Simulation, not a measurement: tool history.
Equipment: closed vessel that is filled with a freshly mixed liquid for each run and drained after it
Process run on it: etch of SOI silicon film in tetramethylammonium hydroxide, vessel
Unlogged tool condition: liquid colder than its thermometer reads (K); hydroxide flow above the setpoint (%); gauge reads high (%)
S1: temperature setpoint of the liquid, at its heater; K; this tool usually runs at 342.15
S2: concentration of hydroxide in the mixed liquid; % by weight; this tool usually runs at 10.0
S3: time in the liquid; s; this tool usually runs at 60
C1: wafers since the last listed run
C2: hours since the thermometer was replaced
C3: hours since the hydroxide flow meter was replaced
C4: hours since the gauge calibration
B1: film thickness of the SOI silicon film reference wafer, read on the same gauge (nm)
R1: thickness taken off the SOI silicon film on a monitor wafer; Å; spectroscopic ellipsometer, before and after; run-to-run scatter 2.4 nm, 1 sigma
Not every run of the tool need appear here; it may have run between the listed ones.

run	hour	S1	S2	S3	C1	C2	C3	C4	B1	R1
1	0.0	342.15	10.0	45	0	174.5	765.4	1652.3	90.02	2831.5
2	42.2	336.65	10.5	60	4095	216.7	807.6	1694.5	90.02	2662.9
3	99.8	336.65	10.5	60	5590	274.3	865.2	1752.1	89.99	2677.9
4	158.0	336.65	10.5	60	5648	332.5	923.4	1810.3	89.99	2659.4
5	185.0	342.15	10.0	60	2620	359.5	950.4	1837.3	90.02	3746.1
# hour 189.5: hydroxide flow meter replaced
6	238.7	342.15	10.0	60	5114	413.2	49.2	1891.0	90.02	3955.9
7	278.9	342.15	10.0	60	3901	453.4	89.4	1931.2	89.98	3926.4
# hour 346.6: gauge calibrated
8	419.1	342.15	10.0	40	13607	593.6	229.6	72.5	89.98	2562.2
9	457.9	342.15	10.0	40	3765	632.4	268.4	111.3	89.99	2612.7
10	487.3	336.65	9.5	60	2853	661.8	297.8	140.7	89.99	2844.4
11	548.1	336.65	9.5	60	5900	722.6	358.6	201.5	90.02	2845.4
12	576.2	342.15	10.0	85	2727	750.7	386.7	229.6	89.99	5455.3
13	620.4	345.65	7.0	50	4289	794.9	430.9	273.8	90.00	4484.7
14	689.3	347.15	10.0	35	6687	863.8	499.8	342.7	90.02	2993.8
15	747.1	342.15	10.0	60	5609	921.6	557.6	400.5	89.99	3807.2
16	782.6	342.15	10.0	60	3445	957.1	593.1	436.0	90.01	3846.7
17	842.8	342.15	7.5	60	5842	1017.3	653.3	496.2	90.01	4248.0
18	887.0	342.15	12.0	95	4289	1061.5	697.5	540.4	90.00	5672.4
19	1080.2	335.65	10.0	40	18751	1254.7	890.7	733.6	90.00	1701.0
# hour 1107.5: hydroxide flow meter replaced
20	1147.3	336.15	10.0	40	6415	1321.8	39.8	800.7	90.01	1805.5
# hour 1179.9: thermometer replaced
21	1202.3	342.15	12.5	70	5240	22.4	94.8	855.7	90.02	4242.8
22	1254.5	342.15	10.0	60	5066	74.6	147.0	907.9	90.04	3942.0
23	1322.9	342.15	10.0	60	6638	143.0	215.4	976.3	90.00	3915.0
24	1380.7	342.15	10.0	80	5609	200.8	273.2	1034.1	89.97	5120.7
25	1416.1	344.65	8.5	50	3435	236.2	308.6	1069.5	89.97	3972.0
26	1462.9	349.15	10.0	60	4542	283.0	355.4	1116.3	89.96	5771.4
27	1502.2	342.15	10.0	60	3814	322.3	394.7	1155.6	90.02	3857.3
28	1555.5	342.15	10.0	60	5173	375.6	448.0	1208.9	89.98	3836.2
29	1623.0	344.15	10.0	60	6551	443.1	515.5	1276.4	89.99	4304.9
30	1674.4	342.15	10.0	60	4988	494.5	566.9	1327.8	90.01	3813.5
31	1704.4	342.15	8.5	60	2911	524.5	596.9	1357.8	89.99	4076.0
32	1730.6	337.65	10.0	75	2542	550.7	623.1	1384.0	89.99	3650.8
33	1791.5	338.15	9.0	95	5910	611.6	684.0	1444.9	90.00	4931.0

Consider 5 possible next runs. They are alternatives, not a sequence: every one starts from the tool as it was left by run 33. What does each give?
A	1792.2	342.15	10.0	90	67	612.3	684.7	1445.6	?	?
B	1792.2	347.15	10.0	80	67	612.3	684.7	1445.6	?	?
C	1792.2	338.65	8.0	80	67	612.3	684.7	1445.6	?	?
D	1792.2	342.15	11.5	30	67	612.3	684.7	1445.6	?	?
E	1792.2	344.65	11.5	30	67	612.3	684.7	1445.6	?	?

run	B1	R1
A	90.00	5750.7
B	90.00	6838.2
C	90.00	4501.4
D	90.00	1810.9
E	90.00	2096.7
Take away the tool's hidden state, keep each run's random variation, and the runs would have read:
run	R1
A	5977.1
B	7107.4
C	4675.1
D	1897.6
E	2197.2

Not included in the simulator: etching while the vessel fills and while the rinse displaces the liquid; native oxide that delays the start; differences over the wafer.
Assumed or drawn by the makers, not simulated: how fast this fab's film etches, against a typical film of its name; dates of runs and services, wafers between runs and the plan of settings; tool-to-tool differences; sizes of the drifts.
